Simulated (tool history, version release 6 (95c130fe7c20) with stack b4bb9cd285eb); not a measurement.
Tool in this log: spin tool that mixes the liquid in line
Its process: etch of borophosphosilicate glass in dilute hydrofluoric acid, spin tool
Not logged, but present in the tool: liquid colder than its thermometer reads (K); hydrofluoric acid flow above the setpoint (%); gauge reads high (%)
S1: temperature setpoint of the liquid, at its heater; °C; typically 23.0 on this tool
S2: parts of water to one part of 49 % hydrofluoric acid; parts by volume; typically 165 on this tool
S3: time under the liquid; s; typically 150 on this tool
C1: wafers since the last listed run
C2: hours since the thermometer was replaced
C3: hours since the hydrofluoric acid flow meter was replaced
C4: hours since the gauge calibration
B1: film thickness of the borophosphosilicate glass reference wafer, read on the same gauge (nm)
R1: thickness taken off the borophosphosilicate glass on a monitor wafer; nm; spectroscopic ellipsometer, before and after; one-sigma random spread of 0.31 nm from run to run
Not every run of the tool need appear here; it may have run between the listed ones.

run   hour    S1   S2   S3   C1      C2     C3     C4     B1     R1
  1    0.0  25.0  120  150    0   944.3  168.5  114.6  60.00  67.51
  2    6.2  25.0  120  150   48   950.5  174.7  120.8  60.01  66.89
  3   22.2  25.0  120  150  125   966.5  190.7  136.8  59.99  67.84
  4   28.6  23.0  165  150   50   972.9  197.1  143.2  60.00  43.21
  5   43.5  23.0  165  105  116   987.8  212.0  158.1  60.01  30.63
  6   54.6  23.0  165  115   87   998.9  223.1  169.2  60.00  33.47
  7   63.8  23.0  165  115   72  1008.1  232.3  178.4  60.00  33.14
  8   77.2  23.0  165  130  105  1021.5  245.7  191.8  60.00  38.03
  9   93.4  23.0  165  150  127  1037.7  261.9  208.0  60.00  43.55
 10  110.9  23.0  105  150  137  1055.2  279.4  225.5  59.99  72.82
 11  128.1  23.0  165  150  135  1072.4  296.6  242.7  60.02  43.63
 12  136.9  23.0  165  150   69  1081.2  305.4  251.5  60.01  44.10
     142.0  -- thermometer replaced
 13  144.9  23.0  165  150   54     2.9  313.4  259.5  60.00  43.64
     146.0  -- gauge calibrated
 14  151.9  23.0  165  110   54     9.9  320.4    5.9  60.01  32.56
 15  158.2  23.0  165  150   49    16.2  326.7   12.2  60.02  44.16
 16  168.5  23.0   85  150   80    26.5  337.0   22.5  59.98  92.60
 17  201.9  23.0  165  230  262    59.9  370.4   55.9  60.01  67.41
 18  213.2  25.0  110  100   88    71.2  381.7   67.2  60.00  50.91
 19  227.6  23.0  125  125  113    85.6  396.1   81.6  59.99  50.25
     238.6  -- hydrofluoric acid flow meter replaced
 20  240.2  23.0  165  150   91    98.2    1.6   94.2  60.03  41.86
 21  253.8  23.0  165  130  106   111.8   15.2  107.8  60.01  36.25
 22  261.1  23.0  165  150   57   119.1   22.5  115.1  60.01  42.06
 23  274.5  20.5  165  150  105   132.5   35.9  128.5  59.99  38.22
 24  288.7  26.5  220  240  111   146.7   50.1  142.7  59.99  53.95
 25  300.8  23.0  165  185   94   158.8   62.2  154.8  59.97  52.30
 26  316.4  23.0  135  120  122   174.4   77.8  170.4  59.98  43.63
 27  332.3  23.0  165  150  124   190.3   93.7  186.3  59.99  42.66
 28  348.5  27.0  225  230  127   206.5  109.9  202.5  60.02  52.11
 29  361.4  21.5  165  110  101   219.4  122.8  215.4  60.02  29.72
 30  369.7  23.0  210  150   65   227.7  131.1  223.7  60.00  31.96
 31  385.9  18.5  230  175  127   243.9  147.3  239.9  60.00  28.34

Forecast each of these 5 alternatives for the next run:
  A  386.4  23.0  165  150   3  244.4  147.8  240.4   ?   ?
  B  386.4  25.0  225   70   3  244.4  147.8  240.4   ?   ?
  C  386.4  23.0  100  150   3  244.4  147.8  240.4   ?   ?
  D  386.4  19.5  190  150   3  244.4  147.8  240.4   ?   ?
  E  386.4  25.0   90  150   3  244.4  147.8  240.4   ?   ?

run     B1     R1
  A  60.00  42.47
  B  60.00  14.68
  C  60.00  75.42
  D  60.00  31.40
  E  60.00  91.86
What these runs would have given with no unlogged condition in the tool:
run     R1
  A  41.67
  B  14.39
  C  74.07
  D  30.80
  E  90.22
